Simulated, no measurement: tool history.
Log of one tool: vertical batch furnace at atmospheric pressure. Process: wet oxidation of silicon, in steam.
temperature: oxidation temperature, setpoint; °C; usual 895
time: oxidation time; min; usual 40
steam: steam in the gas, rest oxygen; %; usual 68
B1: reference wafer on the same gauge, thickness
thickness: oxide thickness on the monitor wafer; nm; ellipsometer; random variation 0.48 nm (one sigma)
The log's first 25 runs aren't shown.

run 26 day=54.442 | temperature=888 time=40 steam=68 | B1=109.01 | thickness=92.12
run 27 day=56.3 | temperature=895 time=40 steam=68 | B1=109.11 | thickness=98.23
run 28 day=57.883 | temperature=880 time=22 steam=59 | B1=108.91 | thickness=61.38
run 29 day=60.521 | temperature=878 time=50 steam=57 | B1=108.8 | thickness=86.87
run 30 day=61.554 | temperature=895 time=40 steam=68 | B1=108.89 | thickness=98.37
run 31 day=63.85 | temperature=895 time=40 steam=68 | B1=109.12 | thickness=99.4
run 32 day=64.942 | temperature=902 time=54 steam=68 | B1=108.84 | thickness=126.95
run 33 day=66.8 | temperature=873 time=25 steam=68 | B1=108.68 | thickness=64.71
run 34 day=69.338 | temperature=883 time=27.5 steam=59 | B1=108.97 | thickness=68.81
run 35 day=70.667 | temperature=903 time=51 steam=75 | B1=108.97 | thickness=132.35
run 36 day=72.8 | temperature=909 time=59 steam=68 | B1=109.08 | thickness=144.63
run 37 day=75.746 | temperature=902 time=54 steam=68 | B1=109.14 | thickness=126.62
run 38 day=78.712 | temperature=907 time=59.5 steam=77 | B1=109.15 | thickness=155.63

4 ways to go on from here, each from the tool as it stands after run 38. What would each give?
run A day=78.929 | temperature=895 time=53 steam=68 | B1=? | thickness=?
run B day=78.929 | temperature=887 time=56 steam=68 | B1=? | thickness=?
run C day=78.929 | temperature=889 time=40 steam=58 | B1=? | thickness=?
run D day=78.929 | temperature=903 time=27.5 steam=57 | B1=? | thickness=?

run=A B1=109.07 thickness=117.68
run=B B1=109.07 thickness=112.24
run=C B1=109.07 thickness=85.6
run=D B1=109.07 thickness=78.48
Without the tool's hidden state the same runs would have given:
run=A thickness=119.71
run=B thickness=114.09
run=C thickness=86.79
run=D thickness=79.62
